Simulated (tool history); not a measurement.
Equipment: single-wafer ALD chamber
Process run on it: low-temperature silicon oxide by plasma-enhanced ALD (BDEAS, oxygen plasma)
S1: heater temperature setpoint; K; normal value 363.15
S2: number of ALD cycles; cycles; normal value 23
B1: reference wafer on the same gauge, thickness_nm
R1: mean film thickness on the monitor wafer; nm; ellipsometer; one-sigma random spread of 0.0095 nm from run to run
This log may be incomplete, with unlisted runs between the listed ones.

| run | hour | S1 | S2 | B1 | R1 |
|---|---|---|---|---|---|
| 1 | 0 | 363.15 | 23 | 2.749 | 3.216 |
| 2 | 15.9 | 363.15 | 23 | 2.75 | 3.202 |
| 3 | 39.9 | 363.15 | 23 | 2.749 | 3.212 |
| 4 | 57.5 | 363.15 | 23 | 2.749 | 3.212 |
| 5 | 90.7 | 363.15 | 23 | 2.749 | 3.217 |
| 6 | 135 | 363.15 | 23 | 2.752 | 3.218 |
| 7 | 156.1 | 363.15 | 23 | 2.749 | 3.224 |
| 8 | 172.8 | 363.15 | 23 | 2.748 | 3.199 |
| 9 | 227.9 | 363.15 | 21 | 2.752 | 2.985 |
| 10 | 254.1 | 363.15 | 23 | 2.747 | 3.268 |
| 11 | 276.7 | 363.15 | 23 | 2.747 | 3.275 |
| 12 | 297 | 368.15 | 26 | 2.751 | 3.62 |
| 13 | 390.5 | 369.15 | 27 | 2.751 | 3.718 |
| 14 | 425.8 | 356.15 | 23 | 2.75 | 3.314 |
| 15 | 447.9 | 375.15 | 20 | 2.75 | 2.713 |
| 16 | 466.7 | 352.15 | 25 | 2.752 | 3.652 |
| 17 | 485.3 | 350.15 | 21 | 2.75 | 3.084 |
| 18 | 520.8 | 369.15 | 27 | 2.749 | 3.71 |
| 19 | 598.6 | 371.15 | 27 | 2.748 | 3.69 |

Removed from this log: 2 entries logged between the listed runs. Between which two listed runs does each belong, and how does the tool's hidden state at the listed run before it compare with that at the listed run after it?
Logged between run 8 and run 9: thermocouple changed; heater temperature recalibrated (hour 201.9)
  wafer temperature above the value expected at the setpoint (K): 5.66 -> 0.932
  what was measured, less what the result would be without the hidden state, R1: -0.068 -> -0.01 nm
Logged between run 13 and run 14: gauge calibrated (hour 422.1)
  wafer temperature above the value expected at the setpoint (K): 3.33 -> 3.7
  what was measured, less what the result would be without the hidden state, R1: -0.047 -> -0.044 nm
